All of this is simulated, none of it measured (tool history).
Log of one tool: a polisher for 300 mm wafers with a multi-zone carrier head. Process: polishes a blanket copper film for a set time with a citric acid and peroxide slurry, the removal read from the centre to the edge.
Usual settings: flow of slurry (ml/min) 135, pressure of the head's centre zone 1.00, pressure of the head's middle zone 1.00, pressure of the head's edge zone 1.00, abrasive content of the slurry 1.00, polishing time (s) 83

run,hour,flow of slurry (ml/min),pressure of the head's centre zone,pressure of the head's middle zone,pressure of the head's edge zone,abrasive content of the slurry,polishing time (s),"incoming thickness of the incoming film, nm",film removed at the wafer's centre (angstrom),film removed at mid-radius (angstrom),film removed at the wafer's edge (angstrom)
1,0.0,135,1.00,1.00,1.00,1.00,101,1041.9,1847,1891,1948
# hour 4.8: edge zone pressure recalibrated
2,8.1,135,1.00,0.91,1.00,1.00,83,1048.6,1508,1410,1609
3,16.1,135,1.00,1.00,1.08,1.00,83,1065.4,1488,1525,1626
4,24.1,135,1.00,1.00,0.96,0.95,83,1055.5,1482,1490,1491
# hour 44.5: worn pad replaced by a new one
5,45.0,115,1.00,1.00,1.00,1.00,83,1061.4,1557,1561,1671
6,59.1,120,1.00,1.00,1.00,1.00,83,1050.3,1538,1549,1677
# hour 61.1: slurry nozzle cleaned
7,70.4,100,1.00,1.08,1.00,1.00,83,1040.3,1649,1751,1701
8,84.0,135,1.00,1.00,1.00,1.00,83,1049.6,1684,1699,1761
9,96.3,135,1.00,1.00,1.00,1.00,83,1046.6,1685,1715,1746
10,105.8,135,1.06,1.00,1.05,0.75,83,1066.2,1687,1564,1674
11,123.1,135,1.00,0.94,1.00,0.85,83,1059.1,1618,1553,1699
12,137.1,105,1.00,1.00,1.00,1.00,74,1055.0,1438,1455,1470
13,152.0,175,1.00,0.93,1.00,1.00,83,1065.2,1714,1619,1729
14,166.3,135,1.00,1.00,0.95,0.85,83,1069.1,1569,1571,1570
# hour 184.1: centre zone pressure recalibrated
15,184.6,135,1.00,1.00,1.00,1.00,83,1072.2,1627,1669,1682
16,219.4,135,1.00,1.00,1.00,1.00,83,1050.6,1588,1586,1655
# hour 230.1: worn pad replaced by a new one
17,237.0,175,1.00,1.00,1.00,1.00,83,1066.2,1755,1758,1818
18,254.4,110,1.00,0.93,0.91,1.25,83,1075.9,1719,1636,1729
19,266.9,135,0.90,1.00,0.88,0.90,83,1060.3,1474,1627,1612
20,273.9,135,1.00,0.93,1.00,1.25,83,1063.8,1757,1681,1858
21,282.9,165,1.00,1.00,0.96,1.00,83,1062.2,1716,1716,1714

Forecast each of these 4 alternatives for the next run:
A,283.3,135,1.00,1.00,1.00,1.00,83,1070.8,?,?,?
B,283.3,135,1.00,1.00,1.07,1.00,83,1070.8,?,?,?
C,283.3,135,1.11,1.00,1.03,1.00,83,1070.8,?,?,?
D,283.3,135,1.00,1.00,1.00,0.75,83,1070.8,?,?,?

run,film removed at the wafer's centre (angstrom),film removed at mid-radius (angstrom),film removed at the wafer's edge (angstrom)
A,1680,1646,1778
B,1680,1646,1838
C,1866,1645,1804
D,1575,1544,1667
Without the tool's hidden state the same runs would have given:
run,film removed at the wafer's centre (angstrom),film removed at mid-radius (angstrom),film removed at the wafer's edge (angstrom)
A,1732,1694,1821
B,1732,1693,1883
C,1924,1693,1848
D,1624,1588,1708
